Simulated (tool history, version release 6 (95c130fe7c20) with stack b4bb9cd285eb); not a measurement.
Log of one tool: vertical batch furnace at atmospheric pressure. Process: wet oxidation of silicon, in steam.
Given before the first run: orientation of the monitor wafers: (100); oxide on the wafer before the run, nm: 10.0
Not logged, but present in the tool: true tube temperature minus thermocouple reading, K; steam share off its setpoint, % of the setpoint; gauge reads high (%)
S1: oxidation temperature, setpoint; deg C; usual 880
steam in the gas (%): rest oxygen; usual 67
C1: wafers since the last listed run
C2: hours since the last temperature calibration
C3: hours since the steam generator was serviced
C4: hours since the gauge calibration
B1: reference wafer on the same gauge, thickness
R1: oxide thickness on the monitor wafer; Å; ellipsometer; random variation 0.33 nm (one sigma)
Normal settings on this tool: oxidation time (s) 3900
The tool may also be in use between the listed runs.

Run 1, hour 0: usual settings but S1 869 deg C; C1 0; C2 2431.9; C3 2667.8; C4 588.9; B1 82.81. Result: R1 718.5 Å.
Run 2, hour 32.7: usual settings but S1 869 deg C; C1 433; C2 2464.6; C3 2700.5; C4 621.6; B1 82.73. Result: R1 720.3 Å.
Run 3, hour 67: usual settings but S1 868 deg C; C1 455; C2 2498.9; C3 2734.8; C4 655.9; B1 82.78. Result: R1 707.1 Å.
Run 4, hour 95.7: usual settings but S1 866 deg C; C1 380; C2 2527.6; C3 2763.5; C4 684.6; B1 82.79. Result: R1 689.3 Å.
Run 5, hour 123.6: usual settings but S1 866 deg C; C1 370; C2 2555.5; C3 2791.4; C4 712.5; B1 82.77. Result: R1 689.3 Å.
Run 6, hour 164.7: usual settings; C1 545; C2 2596.6; C3 2832.5; C4 753.6; B1 82.83. Result: R1 850.5 Å.
Run 7, hour 188.9: usual settings; C1 321; C2 2620.8; C3 2856.7; C4 777.8; B1 82.83. Result: R1 848 Å.
Run 8, hour 215.7: usual settings; C1 355; C2 2647.6; C3 2883.5; C4 804.6; B1 82.78. Result: R1 850.2 Å.
Run 9, hour 257.1: usual settings; C1 549; C2 2689; C3 2924.9; C4 846; B1 82.74. Result: R1 845.4 Å.
Run 10, hour 305.6: usual settings; C1 643; C2 2737.5; C3 2973.4; C4 894.5; B1 82.77. Result: R1 848.2 Å.
Run 11, hour 341: usual settings; C1 469; C2 2772.9; C3 3008.8; C4 929.9; B1 82.74. Result: R1 844.3 Å.
Run 12, hour 381.2: usual settings; C1 533; C2 2813.1; C3 3049; C4 970.1; B1 82.8. Result: R1 841.4 Å.
At hour 428.8: gauge calibrated.
Run 13, hour 441.3: usual settings but S1 887 deg C, steam in the gas (%) 73; C1 797; C2 2873.2; C3 3109.1; C4 12.5; B1 82.72. Result: R1 1012.3 Å.
Run 14, hour 465.4: usual settings; C1 319; C2 2897.3; C3 3133.2; C4 36.6; B1 82.81. Result: R1 843.2 Å.
Run 15, hour 509.4: usual settings; C1 583; C2 2941.3; C3 3177.2; C4 80.6; B1 82.81. Result: R1 848.2 Å.
At hour 587.5: steam generator serviced.
Run 16, hour 588: usual settings but S1 863 deg C, oxidation time (s) 4650, steam in the gas (%) 76; C1 724; C2 3019.9; C3 0.5; C4 159.2; B1 82.85. Result: R1 911.4 Å.
Run 17, hour 606.6: usual settings but S1 867 deg C, steam in the gas (%) 62; C1 246; C2 3038.5; C3 19.1; C4 177.8; B1 82.79. Result: R1 693.8 Å.
Run 18, hour 654.2: usual settings but S1 889 deg C, steam in the gas (%) 71; C1 631; C2 3086.1; C3 66.7; C4 225.4; B1 82.77. Result: R1 1076.3 Å.
Run 19, hour 688.9: usual settings but oxidation time (s) 2970; C1 460; C2 3120.8; C3 101.4; C4 260.1; B1 82.83. Result: R1 715.3 Å.
Run 20, hour 758.2: usual settings but S1 873 deg C, oxidation time (s) 2430; C1 919; C2 3190.1; C3 170.7; C4 329.4; B1 82.81. Result: R1 545.7 Å.
Run 21, hour 791.9: usual settings; C1 447; C2 3223.8; C3 204.4; C4 363.1; B1 82.84. Result: R1 883.2 Å.
At hour 820.9: thermocouples replaced and temperature profile calibrated.
Run 22, hour 827.1: usual settings; C1 148; C2 6.2; C3 239.6; C4 398.3; B1 82.74. Result: R1 888.4 Å.
Run 23, hour 859.8: usual settings but oxidation time (s) 2670; C1 433; C2 38.9; C3 272.3; C4 431; B1 82.73. Result: R1 648.5 Å.
Run 24, hour 926.3: usual settings but S1 868 deg C, oxidation time (s) 2670, steam in the gas (%) 70; C1 882; C2 105.4; C3 338.8; C4 497.5; B1 82.77. Result: R1 562.9 Å.
Run 25, hour 986.5: usual settings but S1 900 deg C, oxidation time (s) 5100, steam in the gas (%) 75; C1 798; C2 165.6; C3 399; C4 557.7; B1 82.77. Result: R1 1609.5 Å.
Run 26, hour 1036.4: usual settings but S1 902 deg C, steam in the gas (%) 63; C1 662; C2 215.5; C3 448.9; C4 607.6; B1 82.91. Result: R1 1136.5 Å.
Run 27, hour 1131.9: usual settings; C1 1267; C2 311; C3 544.4; C4 703.1; B1 82.81. Result: R1 876.2 Å.
Run 28, hour 1188.9: usual settings; C1 756; C2 368; C3 601.4; C4 760.1; B1 82.79. Result: R1 875.3 Å.
Run 29, hour 1259.2: usual settings but S1 888 deg C, steam in the gas (%) 56; C1 932; C2 438.3; C3 671.7; C4 830.4; B1 82.85. Result: R1 842 Å.
Run 30, hour 1313: usual settings but oxidation time (s) 2520, steam in the gas (%) 60; C1 713; C2 492.1; C3 725.5; C4 884.2; B1 82.72. Result: R1 553.9 Å.
Run 31, hour 1377.4: usual settings but S1 864 deg C, oxidation time (s) 5820, steam in the gas (%) 63; C1 854; C2 556.5; C3 789.9; C4 948.6; B1 82.8. Result: R1 913.3 Å.

Branching from run 31: 4 alternative next runs. What would each branch give?
Run A, hour 1383.1: usual settings but steam in the gas (%) 76; C1 75; C2 562.2; C3 795.6; C4 954.3; B1 ?. Result: R1 ?.
Run B, hour 1383.1: usual settings but S1 859 deg C, oxidation time (s) 5340; C1 75; C2 562.2; C3 795.6; C4 954.3; B1 ?. Result: R1 ?.
Run C, hour 1383.1: usual settings but S1 858 deg C, oxidation time (s) 2670, steam in the gas (%) 64; C1 75; C2 562.2; C3 795.6; C4 954.3; B1 ?. Result: R1 ?.
Run D, hour 1383.1: usual settings but oxidation time (s) 4710; C1 75; C2 562.2; C3 795.6; C4 954.3; B1 ?. Result: R1 ?.

run    B1      R1
  A  82.8   965.2
  B  82.8   828.3
  C  82.8   446.6
  D  82.8  1018.1
With no hidden state in the tool, these same runs would have given:
run      R1
  A    1015
  B     871
  C   467.5
  D  1070.7
